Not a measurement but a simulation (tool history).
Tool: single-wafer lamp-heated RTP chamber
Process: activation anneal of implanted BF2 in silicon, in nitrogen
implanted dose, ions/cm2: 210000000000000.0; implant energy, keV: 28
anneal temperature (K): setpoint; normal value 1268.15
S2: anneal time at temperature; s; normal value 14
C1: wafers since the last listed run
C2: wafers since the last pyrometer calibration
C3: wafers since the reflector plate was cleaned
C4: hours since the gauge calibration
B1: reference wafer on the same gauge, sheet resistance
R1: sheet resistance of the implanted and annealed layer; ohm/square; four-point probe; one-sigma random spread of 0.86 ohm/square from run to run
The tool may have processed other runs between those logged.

{"run": 1, "hour": 0.0, "anneal temperature (K)": 1268.15, "S2": 9, "C1": 0, "C2": 1159, "C3": 3481, "C4": 284.2, "B1": 613.94, "R1": 579.95}
{"run": 2, "hour": 35.4, "anneal temperature (K)": 1268.15, "S2": 9, "C1": 607, "C2": 1766, "C3": 4089, "C4": 319.6, "B1": 614.12, "R1": 579.52}
{"run": 3, "hour": 71.2, "anneal temperature (K)": 1268.15, "S2": 14, "C1": 614, "C2": 2381, "C3": 4704, "C4": 355.4, "B1": 614.92, "R1": 579.85}
{"run": 4, "hour": 93.5, "anneal temperature (K)": 1268.15, "S2": 14, "C1": 382, "C2": 2764, "C3": 5086, "C4": 377.7, "B1": 615.07, "R1": 579.81}
{"run": 5, "hour": 115.2, "anneal temperature (K)": 1268.15, "S2": 14, "C1": 372, "C2": 3136, "C3": 5459, "C4": 399.4, "B1": 615.09, "R1": 579.63}
{"run": 6, "hour": 142.0, "anneal temperature (K)": 1268.15, "S2": 14, "C1": 460, "C2": 3597, "C3": 5919, "C4": 426.2, "B1": 615.39, "R1": 580.45}
{"run": 7, "hour": 155.7, "anneal temperature (K)": 1268.15, "S2": 14, "C1": 235, "C2": 3832, "C3": 6154, "C4": 439.9, "B1": 615.52, "R1": 579.67}
{"run": 8, "hour": 173.3, "anneal temperature (K)": 1268.15, "S2": 14, "C1": 302, "C2": 4134, "C3": 6457, "C4": 457.5, "B1": 615.52, "R1": 579.87}
{"run": 9, "hour": 196.1, "anneal temperature (K)": 1280.15, "S2": 18, "C1": 391, "C2": 4525, "C3": 6848, "C4": 480.3, "B1": 615.93, "R1": 576.68}
{"run": 10, "hour": 227.9, "anneal temperature (K)": 1280.15, "S2": 18, "C1": 545, "C2": 5071, "C3": 7394, "C4": 512.1, "B1": 616.38, "R1": 575.83}
{"run": 11, "hour": 250.9, "anneal temperature (K)": 1268.15, "S2": 14, "C1": 394, "C2": 5466, "C3": 7789, "C4": 535.1, "B1": 616.37, "R1": 580.51}
{"run": 12, "hour": 280.8, "anneal temperature (K)": 1268.15, "S2": 14, "C1": 513, "C2": 5980, "C3": 8302, "C4": 565.0, "B1": 616.43, "R1": 579.75}
{"run": 13, "hour": 303.8, "anneal temperature (K)": 1290.15, "S2": 14, "C1": 394, "C2": 6375, "C3": 8697, "C4": 588.0, "B1": 616.86, "R1": 577.58}
{"run": 14, "hour": 317.6, "anneal temperature (K)": 1268.15, "S2": 12, "C1": 236, "C2": 6611, "C3": 8934, "C4": 601.8, "B1": 616.3, "R1": 581.51}
{"hour": 339.0, "done": "pyrometer window cleaned and pyrometer calibrated"}
{"run": 15, "hour": 343.2, "anneal temperature (K)": 1268.15, "S2": 14, "C1": 302, "C2": 71, "C3": 9236, "C4": 627.4, "B1": 616.09, "R1": 580.17}
{"hour": 380.0, "done": "reflector plate cleaned"}
{"run": 16, "hour": 380.5, "anneal temperature (K)": 1268.15, "S2": 14, "C1": 503, "C2": 574, "C3": 9, "C4": 664.7, "B1": 616.64, "R1": 580.92}
{"run": 17, "hour": 409.1, "anneal temperature (K)": 1268.15, "S2": 14, "C1": 491, "C2": 1065, "C3": 500, "C4": 693.3, "B1": 616.51, "R1": 581.95}
{"run": 18, "hour": 442.0, "anneal temperature (K)": 1268.15, "S2": 12, "C1": 564, "C2": 1630, "C3": 1065, "C4": 726.2, "B1": 617.11, "R1": 581.43}
{"run": 19, "hour": 456.8, "anneal temperature (K)": 1249.15, "S2": 7, "C1": 254, "C2": 1884, "C3": 1319, "C4": 741.0, "B1": 617.22, "R1": 594.6}
{"run": 20, "hour": 473.9, "anneal temperature (K)": 1268.15, "S2": 11, "C1": 293, "C2": 2178, "C3": 1612, "C4": 758.1, "B1": 617.06, "R1": 582.13}
{"run": 21, "hour": 508.6, "anneal temperature (K)": 1288.15, "S2": 17, "C1": 595, "C2": 2774, "C3": 2208, "C4": 792.8, "B1": 617.36, "R1": 577.44}
{"run": 22, "hour": 536.2, "anneal temperature (K)": 1292.15, "S2": 19, "C1": 473, "C2": 3247, "C3": 2682, "C4": 820.4, "B1": 617.01, "R1": 574.08}
{"run": 23, "hour": 561.9, "anneal temperature (K)": 1268.15, "S2": 6, "C1": 441, "C2": 3689, "C3": 3123, "C4": 846.1, "B1": 617.36, "R1": 585.0}
{"run": 24, "hour": 588.3, "anneal temperature (K)": 1268.15, "S2": 14, "C1": 453, "C2": 4142, "C3": 3577, "C4": 872.5, "B1": 616.97, "R1": 580.41}
{"hour": 591.1, "done": "gauge calibrated"}
{"run": 25, "hour": 621.7, "anneal temperature (K)": 1294.15, "S2": 9, "C1": 573, "C2": 4715, "C3": 4150, "C4": 30.6, "B1": 607.22, "R1": 568.72}
{"run": 26, "hour": 657.4, "anneal temperature (K)": 1248.15, "S2": 9, "C1": 612, "C2": 5328, "C3": 4763, "C4": 66.3, "B1": 607.76, "R1": 584.72}
{"hour": 686.1, "done": "pyrometer window cleaned and pyrometer calibrated"}
{"run": 27, "hour": 686.6, "anneal temperature (K)": 1285.15, "S2": 9, "C1": 363, "C2": 8, "C3": 5127, "C4": 95.5, "B1": 608.63, "R1": 571.39}
{"run": 28, "hour": 762.0, "anneal temperature (K)": 1268.15, "S2": 14, "C1": 1294, "C2": 1302, "C3": 6421, "C4": 170.9, "B1": 610.53, "R1": 576.25}
{"run": 29, "hour": 775.5, "anneal temperature (K)": 1279.15, "S2": 21, "C1": 231, "C2": 1534, "C3": 6653, "C4": 184.4, "B1": 610.76, "R1": 570.82}
{"run": 30, "hour": 788.1, "anneal temperature (K)": 1253.15, "S2": 11, "C1": 216, "C2": 1751, "C3": 6870, "C4": 197.0, "B1": 610.34, "R1": 583.73}
{"run": 31, "hour": 821.6, "anneal temperature (K)": 1268.15, "S2": 14, "C1": 575, "C2": 2326, "C3": 7445, "C4": 230.5, "B1": 611.12, "R1": 576.02}
{"run": 32, "hour": 850.3, "anneal temperature (K)": 1243.15, "S2": 17, "C1": 492, "C2": 2818, "C3": 7937, "C4": 259.2, "B1": 611.49, "R1": 590.11}
{"run": 33, "hour": 874.4, "anneal temperature (K)": 1285.15, "S2": 6, "C1": 413, "C2": 3232, "C3": 8351, "C4": 283.3, "B1": 611.44, "R1": 577.1}
{"run": 34, "hour": 895.5, "anneal temperature (K)": 1249.15, "S2": 14, "C1": 362, "C2": 3595, "C3": 8714, "C4": 304.4, "B1": 612.02, "R1": 586.05}

Across each entry between runs, compare the hidden state at the last listed run before it with the hidden state at the first listed run after it:
Between runs 14 and 15: pyrometer window cleaned and pyrometer calibrated (hour 339.0)
  gauge reads high (%): 1.57 -> 1.59
  measured minus no-state result, R1: +8.98 -> +9.06 ohm/square
Between runs 15 and 16: reflector plate cleaned (hour 380.0)
  gauge reads high (%): 1.59 -> 1.61
  measured minus no-state result, R1: +9.06 -> +9.19 ohm/square
Between runs 24 and 25: gauge calibrated (hour 591.1)
  gauge reads high (%): 1.69 -> 0.0396
  measured minus no-state result, R1: +9.63 -> +0.23 ohm/square
Between runs 26 and 27: pyrometer window cleaned and pyrometer calibrated (hour 686.1)
  gauge reads high (%): 0.184 -> 0.29
  measured minus no-state result, R1: +1.08 -> +1.65 ohm/square

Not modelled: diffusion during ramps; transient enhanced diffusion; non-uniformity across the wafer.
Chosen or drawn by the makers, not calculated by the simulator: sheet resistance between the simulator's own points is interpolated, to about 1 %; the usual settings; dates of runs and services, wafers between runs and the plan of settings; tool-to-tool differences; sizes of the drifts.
